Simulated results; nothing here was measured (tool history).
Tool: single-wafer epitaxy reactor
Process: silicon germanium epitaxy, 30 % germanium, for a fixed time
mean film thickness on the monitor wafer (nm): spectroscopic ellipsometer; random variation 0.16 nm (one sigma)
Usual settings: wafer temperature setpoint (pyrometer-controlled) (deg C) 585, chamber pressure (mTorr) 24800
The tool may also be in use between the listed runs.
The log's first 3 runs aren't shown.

run    hour  wafer temperature setpoint (pyrometer-controlled) (deg C)  chamber pressure (mTorr)  read-back reference wafer on the same gauge, thickness_nm  mean film thickness on the monitor wafer (nm)
  4   230.8                                                        594                     24800                                                     44.895                                         55.764
  5   257.8                                                        594                     24800                                                     44.912                                         55.302
  6   296.7                                                        585                     24800                                                     44.865                                         47.331
  7   341.1                                                        585                     24800                                                     44.924                                         47.262
  8   391.4                                                        585                     24800                                                     44.901                                         47.021
  9   442.9                                                        585                     24800                                                      44.88                                         47.148
      452.2  -- showerhead replaced
 10   498.1                                                        577                     24800                                                     44.924                                         40.523
 11   546.8                                                        577                     24800                                                     44.908                                         40.748
 12   584.6                                                        577                     24800                                                     44.879                                         40.737
 13   631.8                                                        585                     27900                                                     44.917                                         49.647
 14   684.3                                                        570                     22100                                                     44.898                                         33.578
 15   751.5                                                        570                     18600                                                      44.91                                          30.94
 16   778.7                                                        576                     29000                                                     44.903                                         42.572
 17   810.9                                                        596                     28600                                                     44.925                                         60.881
 18   844.4                                                        585                     24800                                                     44.912                                         46.748
 19  1042.8                                                        574                     26600                                                      44.91                                         39.324
 20  1069.6                                                        572                     30000                                                      44.89                                          39.86
 21  1122.4                                                        578                     20200                                                     44.916                                         36.734
     1157.6  -- pyrometer calibrated
 22    1185                                                        598                     24800                                                     44.903                                         60.758
 23  1250.5                                                        585                     24800                                                     44.931                                         48.022
 24    1384                                                        595                     26400                                                     44.928                                         59.108
     1397.2  -- gauge calibrated
 25    1442                                                        570                     29900                                                     44.891                                          39.71
       1547  -- capacitance manometer re-zeroed and calibrated
 26  1547.5                                                        585                     24800                                                     44.886                                         47.912
 27  1598.2                                                        585                     19700                                                     44.906                                         43.107

The next listed run, before its measurement:
 28  1658.4                                                        585                     24800                                                          ?                                              ?

read-back reference wafer on the same gauge, thickness_nm: 44.924
mean film thickness on the monitor wafer (nm): 47.98
Without the tool's hidden state the same run would have given mean film thickness on the monitor wafer (nm) 47.991.
